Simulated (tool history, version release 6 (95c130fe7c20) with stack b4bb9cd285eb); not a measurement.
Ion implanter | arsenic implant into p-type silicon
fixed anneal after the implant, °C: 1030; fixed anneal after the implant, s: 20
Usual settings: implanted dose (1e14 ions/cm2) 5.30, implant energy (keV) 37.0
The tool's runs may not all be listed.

run	day	implanted dose (1e14 ions/cm2)	implant energy (keV)	wafers since the last listed run	hours since the last dose calibration	hours since the extraction supply was calibrated	hours since the gauge calibration	read-back reference wafer on the same gauge, sheet resistance	sheet resistance of the implanted and annealed layer (ohm/square)
1	0.000	5.30	37.0	0	1385.7	3151.6	2027.2	170.11	193.50
2	3.625	5.30	37.0	2253	1472.7	3238.6	2114.2	170.02	194.12
3	7.283	5.30	37.0	2274	1560.5	3326.4	2202.0	170.03	194.25
4	8.921	4.56	37.0	1018	1599.8	3365.7	2241.3	169.81	217.88
5	11.729	4.56	37.0	1745	1667.2	3433.1	2308.7	169.94	218.64
6	14.362	4.56	37.0	1637	1730.4	3496.3	2371.9	169.89	218.83
7	16.542	5.30	37.0	1354	1782.7	3548.6	2424.2	169.85	194.98
8	18.929	5.30	37.0	1484	1840.0	3605.9	2481.5	170.03	194.85
9	22.492	5.30	37.0	2214	1925.5	3691.4	2567.0	170.02	193.23
10	26.429	5.30	37.0	2447	2020.0	3785.9	2661.5	170.02	194.99
# day 27.938: Faraday cup replaced and dose calibrated
11	28.412	5.30	37.0	1025	11.4	3833.5	2709.1	169.83	200.20
12	32.079	5.63	37.0	2279	99.4	3921.5	2797.1	170.16	192.46
13	33.621	5.63	37.0	958	136.4	3958.5	2834.1	170.07	192.01
14	35.683	6.03	31.0	1282	185.9	4008.0	2883.6	170.16	187.16
15	37.275	5.30	33.5	989	224.1	4046.2	2921.8	169.89	203.60
16	40.079	5.30	46.0	1743	291.4	4113.5	2989.1	170.24	194.74
17	41.804	5.30	29.5	1072	332.8	4154.9	3030.5	169.91	208.43
18	43.521	5.30	44.5	1067	374.0	4196.1	3071.7	169.76	196.04
# day 43.988: gauge calibrated
19	45.738	5.30	37.0	1378	427.2	4249.3	42.0	170.09	201.17
20	47.562	6.24	37.0	1134	471.0	4293.1	85.8	170.20	177.12
21	49.233	5.30	37.0	1038	511.1	4333.2	125.9	169.91	201.21
22	52.392	6.09	49.0	1963	586.9	4409.0	201.7	169.86	174.41
# day 55.083: Faraday cup replaced and dose calibrated, repeated, since the last time left the tool worse
23	55.650	4.23	37.0	1818	13.6	4487.2	279.9	169.97	228.46
24	58.625	4.23	50.0	1849	85.0	4558.6	351.3	169.94	218.54
25	63.108	5.30	37.0	2787	192.6	4666.2	458.9	169.99	191.93
26	64.942	3.84	44.5	1139	236.6	4710.2	502.9	169.97	241.11
# day 67.767: extraction supply calibrated
27	70.775	3.96	29.5	3419	376.6	72.2	642.9	170.01	249.29
28	74.417	6.53	42.5	2263	464.0	159.6	730.3	170.08	162.39
29	78.025	4.03	37.0	2243	550.6	246.2	816.9	170.15	240.12
30	82.212	3.86	44.5	2603	651.1	346.7	917.4	169.87	241.32
31	83.779	6.87	29.5	973	688.7	384.3	955.0	169.96	164.20
32	86.296	5.30	37.0	1564	749.1	444.7	1015.4	169.83	195.18
33	90.588	5.30	37.0	2668	852.1	547.7	1118.4	169.81	194.27
34	98.371	6.33	29.5	4838	1038.9	734.5	1305.2	170.17	175.49
35	99.921	4.36	43.0	963	1076.1	771.7	1342.4	170.14	221.05
36	102.038	5.30	37.0	1315	1126.9	822.5	1393.2	169.89	193.32
37	104.492	5.30	37.0	1525	1185.8	881.4	1452.1	169.93	195.27

4 ways to go on from here, each from the tool as it stands after run 37. What would each give?
A	104.508	5.30	41.5	10	1186.2	881.8	1452.5	?	?
B	104.508	5.90	37.0	10	1186.2	881.8	1452.5	?	?
C	104.508	6.45	37.0	10	1186.2	881.8	1452.5	?	?
D	104.508	5.92	47.5	10	1186.2	881.8	1452.5	?	?

run	read-back reference wafer on the same gauge, sheet resistance	sheet resistance of the implanted and annealed layer (ohm/square)
A	169.96	192.33
B	169.96	180.11
C	169.96	168.31
D	169.96	173.39
Without the tool's hidden state the same runs would have given:
run	sheet resistance of the implanted and annealed layer (ohm/square)
A	189.26
B	177.26
C	165.67
D	170.63

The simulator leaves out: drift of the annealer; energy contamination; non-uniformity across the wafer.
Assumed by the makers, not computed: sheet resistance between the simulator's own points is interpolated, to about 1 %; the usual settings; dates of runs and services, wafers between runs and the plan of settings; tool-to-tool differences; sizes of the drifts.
